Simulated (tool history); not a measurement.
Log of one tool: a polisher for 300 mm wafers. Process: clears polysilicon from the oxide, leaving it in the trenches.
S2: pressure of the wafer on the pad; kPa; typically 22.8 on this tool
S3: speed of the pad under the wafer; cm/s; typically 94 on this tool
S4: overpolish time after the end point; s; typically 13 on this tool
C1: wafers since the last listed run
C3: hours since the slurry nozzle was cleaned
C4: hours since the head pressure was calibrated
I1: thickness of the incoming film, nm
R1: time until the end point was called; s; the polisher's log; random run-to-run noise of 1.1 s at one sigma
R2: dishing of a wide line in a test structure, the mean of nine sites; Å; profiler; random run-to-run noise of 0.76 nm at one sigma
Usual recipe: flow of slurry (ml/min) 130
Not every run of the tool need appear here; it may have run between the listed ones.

Run 1, hour 0: usual settings; C1 0; wafers polished on this pad 1422; C3 119.7; C4 754; I1 766.3. Result: R1 59.9 s, R2 599 Å.
Run 2, hour 40.8: usual settings; C1 697; wafers polished on this pad 2120; C3 160.5; C4 794.8; I1 754.2. Result: R1 57.6 s, R2 608 Å.
At hour 133.2: worn pad replaced by a new one.
Run 3, hour 148.5: usual settings; C1 1771; wafers polished on this pad 261; C3 268.2; C4 902.5; I1 763.8. Result: R1 60.6 s, R2 607 Å.
At hour 228.1: slurry nozzle cleaned.
Run 4, hour 243.8: usual settings; C1 1611; wafers polished on this pad 1872; C3 15.7; C4 997.8; I1 760.9. Result: R1 59.1 s, R2 592 Å.
Run 5, hour 314.3: usual settings; C1 1204; wafers polished on this pad 3077; C3 86.2; C4 1068.3; I1 753.2. Result: R1 62.1 s, R2 622 Å.
At hour 371.4: head pressure recalibrated.
At hour 382.6: worn pad replaced by a new one.
Run 6, hour 395: usual settings; C1 1276; wafers polished on this pad 212; C3 166.9; C4 23.6; I1 762.2. Result: R1 57.9 s, R2 623 Å.
At hour 597.2: slurry nozzle cleaned.
At hour 649.6: worn pad replaced by a new one.
Run 7, hour 671.4: usual settings; C1 4637; wafers polished on this pad 372; C3 74.2; C4 300; I1 763.2. Result: R1 57 s, R2 612 Å.
Run 8, hour 738.6: usual settings; C1 1148; wafers polished on this pad 1520; C3 141.4; C4 367.2; I1 757.8. Result: R1 57.4 s, R2 611 Å.
Run 9, hour 792.6: usual settings; C1 922; wafers polished on this pad 2443; C3 195.4; C4 421.2; I1 743. Result: R1 56 s, R2 613 Å.
At hour 862.7: worn pad replaced by a new one.
Run 10, hour 891.3: usual settings but flow of slurry (ml/min) 110, S2 29.6 kPa, S3 126 cm/s, S4 9 s; C1 1618; wafers polished on this pad 488; C3 294.1; C4 519.9; I1 759.6. Result: R1 33.6 s, R2 630 Å.
At hour 929.6: slurry nozzle cleaned.
Run 11, hour 990.7: usual settings but flow of slurry (ml/min) 150, S2 31 kPa, S3 102 cm/s; C1 1681; wafers polished on this pad 2169; C3 61.1; C4 619.3; I1 764.1. Result: R1 38.9 s, R2 659 Å.

The next listed run, before its measurement:
Run 12, hour 1070.9: usual settings but flow of slurry (ml/min) 115, S3 68 cm/s; C1 1370; wafers polished on this pad 3539; C3 141.3; C4 699.5; I1 762.6. Result: R1 ?, R2 ?.

R1: 84.3 s
R2: 541 Å
With the hidden condition absent and the run-to-run variation left alone, this run would have shown R1 81.3 s, R2 549 Å.
